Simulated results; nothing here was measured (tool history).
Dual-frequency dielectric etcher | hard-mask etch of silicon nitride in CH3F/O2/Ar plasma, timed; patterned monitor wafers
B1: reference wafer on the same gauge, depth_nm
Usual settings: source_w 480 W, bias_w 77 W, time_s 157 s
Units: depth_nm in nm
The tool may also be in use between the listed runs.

run 1 hour=0 | source_w=480 bias_w=77 time_s=157 | B1=137.1 | depth_nm=114.4
-- hour=17.9 wet clean of the chamber
run 2 hour=53.4 | source_w=480 bias_w=77 time_s=157 | B1=136.8 | depth_nm=114.1
run 3 hour=79.5 | source_w=480 bias_w=77 time_s=157 | B1=136.7 | depth_nm=114.5
-- hour=87.3 gauge calibrated
run 4 hour=105.6 | source_w=480 bias_w=77 time_s=157 | B1=139.5 | depth_nm=116.2
run 5 hour=136 | source_w=480 bias_w=77 time_s=157 | B1=139.1 | depth_nm=116.5
run 6 hour=162.3 | source_w=480 bias_w=77 time_s=157 | B1=138.9 | depth_nm=115.4
run 7 hour=178 | source_w=510 bias_w=77 time_s=142 | B1=138.6 | depth_nm=108.2
run 8 hour=205.7 | source_w=570 bias_w=77 time_s=157 | B1=138.4 | depth_nm=126.6
run 9 hour=236.5 | source_w=570 bias_w=77 time_s=157 | B1=138.3 | depth_nm=126.3
run 10 hour=267.6 | source_w=570 bias_w=77 time_s=157 | B1=137.9 | depth_nm=125.4
-- hour=280.7 source power generator calibrated
run 11 hour=290.1 | source_w=480 bias_w=77 time_s=157 | B1=138.1 | depth_nm=114.2
run 12 hour=348.5 | source_w=480 bias_w=77 time_s=157 | B1=137.6 | depth_nm=115.1
-- hour=379.9 upper electrode replaced
run 13 hour=380.4 | source_w=480 bias_w=77 time_s=157 | B1=137.5 | depth_nm=115.6
-- hour=399.1 bias power generator calibrated
run 14 hour=423.6 | source_w=400 bias_w=93 time_s=157 | B1=137.5 | depth_nm=113.6
run 15 hour=436.5 | source_w=480 bias_w=77 time_s=157 | B1=137.2 | depth_nm=113.8
run 16 hour=454.3 | source_w=480 bias_w=77 time_s=157 | B1=137.2 | depth_nm=114.3
run 17 hour=472.4 | source_w=370 bias_w=62 time_s=193 | B1=137.2 | depth_nm=113.2
run 18 hour=485.3 | source_w=530 bias_w=77 time_s=187.5 | B1=137.3 | depth_nm=143.9
run 19 hour=499.5 | source_w=480 bias_w=85 time_s=157 | B1=137.4 | depth_nm=118.8
run 20 hour=514.3 | source_w=380 bias_w=62 time_s=180.5 | B1=137.3 | depth_nm=107
run 21 hour=542.7 | source_w=560 bias_w=77 time_s=188 | B1=137.3 | depth_nm=147.6
-- hour=573.8 wet clean of the chamber
run 22 hour=574.3 | source_w=380 bias_w=89 time_s=157 | B1=137.2 | depth_nm=107.4
-- hour=581.7 gauge calibrated
run 23 hour=594.9 | source_w=480 bias_w=77 time_s=157 | B1=139.9 | depth_nm=117
run 24 hour=612 | source_w=480 bias_w=77 time_s=157 | B1=139.4 | depth_nm=117.1
run 25 hour=669.5 | source_w=480 bias_w=88 time_s=180.5 | B1=138.8 | depth_nm=140.7
run 26 hour=684.6 | source_w=530 bias_w=77 time_s=185 | B1=138.8 | depth_nm=144.5
run 27 hour=743.1 | source_w=480 bias_w=77 time_s=157 | B1=138.3 | depth_nm=114

Forecast each of these 3 alternatives for the next run:
run A hour=743.6 | source_w=480 bias_w=77 time_s=157 | B1=? | depth_nm=?
run B hour=743.6 | source_w=430 bias_w=88 time_s=112.5 | B1=? | depth_nm=?
run C hour=743.6 | source_w=480 bias_w=84 time_s=157 | B1=? | depth_nm=?

run=A B1=138.4 depth_nm=115.8
run=B B1=138.4 depth_nm=82.9
run=C B1=138.4 depth_nm=119.9
Without the tool's hidden state the same runs would have given:
run=A depth_nm=117.2
run=B depth_nm=83.9
run=C depth_nm=121.4

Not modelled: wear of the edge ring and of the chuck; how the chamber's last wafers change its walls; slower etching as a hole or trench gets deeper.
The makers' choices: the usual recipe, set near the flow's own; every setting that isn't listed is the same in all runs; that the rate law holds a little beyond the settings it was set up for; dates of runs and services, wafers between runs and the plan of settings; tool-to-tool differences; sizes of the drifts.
